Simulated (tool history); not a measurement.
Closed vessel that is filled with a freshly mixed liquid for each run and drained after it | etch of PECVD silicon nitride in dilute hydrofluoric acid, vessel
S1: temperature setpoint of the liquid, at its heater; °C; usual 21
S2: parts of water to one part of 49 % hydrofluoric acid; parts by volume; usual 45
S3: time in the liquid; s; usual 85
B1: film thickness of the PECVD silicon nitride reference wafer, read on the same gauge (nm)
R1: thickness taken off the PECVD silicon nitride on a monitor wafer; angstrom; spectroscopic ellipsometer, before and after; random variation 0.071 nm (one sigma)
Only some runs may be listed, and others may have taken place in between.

run,day,S1,S2,S3,B1,R1
1,0,21,45,85,29.97,68.5
2,1.021,21,45,85,29.96,68.4
3,2.729,21,45,85,30,69.6
4,4.033,21,45,85,30,68.1
5,6.496,21,45,85,29.98,67.8
6,9.383,21,40,85,29.98,75.2
7,14.35,21,40,85,29.97,75.1
8,16.504,21,45,110,30.01,85.8
9,19.179,21,45,110,29.99,84.4
10,20.746,21,45,110,29.97,83.7
11,22.067,18,40,85,29.99,59.3
12,23.3,18,40,85,30,59.7
13,26.071,18,40,85,29.97,59.8
# day 26.221: thermometer replaced
14,28.583,26,30,55,30.03,99.8
# day 28.946: gauge calibrated
15,31.521,18,40,85,30.01,68.6
16,33.95,17,45,85,30.05,56
# day 35.296: hydrofluoric acid flow meter replaced
17,36.617,21,60,120,29.99,78.1
18,38.388,21,45,85,29.96,72.6
19,40.617,21,35,50,29.99,54.2
20,42.004,22.5,45,85,30.01,80.9
21,44.65,21,45,85,29.98,73.1
22,46.412,21,25,70,29.99,104.6
23,47.658,22.5,45,85,30,80
24,49.904,21,45,85,29.99,71
25,52.108,21,55,85,29.97,59.1
26,54.2,25.5,55,85,30,79.3

5 ways to go on from here, each from the tool as it stands after run 26. What would each give?
A,54.229,21,60,85,?,?
B,54.229,22.5,60,55,?,?
C,54.229,21,45,130,?,?
D,54.229,18,30,55,?,?
E,54.229,24.5,55,85,?,?

run,B1,R1
A,30.01,53.3
B,30.01,38.2
C,30.01,107.8
D,30.01,54.6
E,30.01,73.7
What these runs would have given with no unlogged condition in the tool:
run,R1
A,56.7
B,40.7
C,114.9
D,58.3
E,78.3
